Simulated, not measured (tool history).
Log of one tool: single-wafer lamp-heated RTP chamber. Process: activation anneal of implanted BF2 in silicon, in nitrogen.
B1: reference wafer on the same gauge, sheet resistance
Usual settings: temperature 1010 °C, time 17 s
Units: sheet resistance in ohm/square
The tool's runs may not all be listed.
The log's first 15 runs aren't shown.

{"run": 16, "hour": 216.4, "temperature": 1010, "time": 17, "B1": 227.31, "sheet resistance": 280.8}
{"run": 17, "hour": 229.7, "temperature": 1010, "time": 17, "B1": 227.26, "sheet resistance": 280.19}
{"run": 18, "hour": 242.3, "temperature": 1010, "time": 17, "B1": 226.85, "sheet resistance": 278.58}
{"run": 19, "hour": 251.0, "temperature": 1010, "time": 17, "B1": 227.57, "sheet resistance": 280.05}
{"run": 20, "hour": 257.5, "temperature": 984, "time": 22, "B1": 227.01, "sheet resistance": 301.86}
{"run": 21, "hour": 264.3, "temperature": 985, "time": 11, "B1": 226.96, "sheet resistance": 321.38}
{"run": 22, "hour": 273.3, "temperature": 1010, "time": 17, "B1": 227, "sheet resistance": 279.15}
{"run": 23, "hour": 279.8, "temperature": 1010, "time": 17, "B1": 227.09, "sheet resistance": 279.57}
{"run": 24, "hour": 297.2, "temperature": 1020, "time": 23, "B1": 226.76, "sheet resistance": 266.8}
{"run": 25, "hour": 305.0, "temperature": 990, "time": 20, "B1": 227.11, "sheet resistance": 296.74}
{"run": 26, "hour": 315.4, "temperature": 1010, "time": 17, "B1": 226.62, "sheet resistance": 277.81}
{"run": 27, "hour": 323.0, "temperature": 1010, "time": 25, "B1": 226.82, "sheet resistance": 271.49}
{"hour": 326.1, "done": "gauge calibrated"}
{"run": 28, "hour": 337.0, "temperature": 1010, "time": 17, "B1": 226.76, "sheet resistance": 278.73}
{"run": 29, "hour": 350.5, "temperature": 1036, "time": 13, "B1": 227.27, "sheet resistance": 263.84}
{"run": 30, "hour": 357.6, "temperature": 1010, "time": 17, "B1": 226.96, "sheet resistance": 280.18}
{"run": 31, "hour": 369.5, "temperature": 1029, "time": 22, "B1": 226.74, "sheet resistance": 258.47}
{"run": 32, "hour": 378.6, "temperature": 1026, "time": 13, "B1": 227.03, "sheet resistance": 274.55}
{"run": 33, "hour": 392.2, "temperature": 1010, "time": 17, "B1": 227.17, "sheet resistance": 279.92}
{"run": 34, "hour": 408.9, "temperature": 998, "time": 20, "B1": 226.83, "sheet resistance": 287.73}
{"run": 35, "hour": 417.2, "temperature": 1001, "time": 17, "B1": 227.13, "sheet resistance": 288.04}
{"run": 36, "hour": 430.2, "temperature": 1032, "time": 25, "B1": 226.89, "sheet resistance": 253.58}

5 ways to go on from here, each from the tool as it stands after run 36. What would each give?
{"run": "A", "hour": 430.6, "temperature": 1010, "time": 17, "B1": "?", "sheet resistance": "?"}
{"run": "B", "hour": 430.6, "temperature": 997, "time": 27, "B1": "?", "sheet resistance": "?"}
{"run": "C", "hour": 430.6, "temperature": 991, "time": 7, "B1": "?", "sheet resistance": "?"}
{"run": "D", "hour": 430.6, "temperature": 1001, "time": 7, "B1": "?", "sheet resistance": "?"}
{"run": "E", "hour": 430.6, "temperature": 1034, "time": 17, "B1": "?", "sheet resistance": "?"}

run=A B1=226.75 sheet_resistance=279.32
run=B B1=226.75 sheet_resistance=280.71
run=C B1=226.75 sheet_resistance=325.77
run=D B1=226.75 sheet_resistance=311.14
run=E B1=226.75 sheet_resistance=260.04
Without the tool's hidden state the same runs would have given:
run=A sheet_resistance=279.32
run=B sheet_resistance=280.71
run=C sheet_resistance=325.77
run=D sheet_resistance=311.14
run=E sheet_resistance=260.04
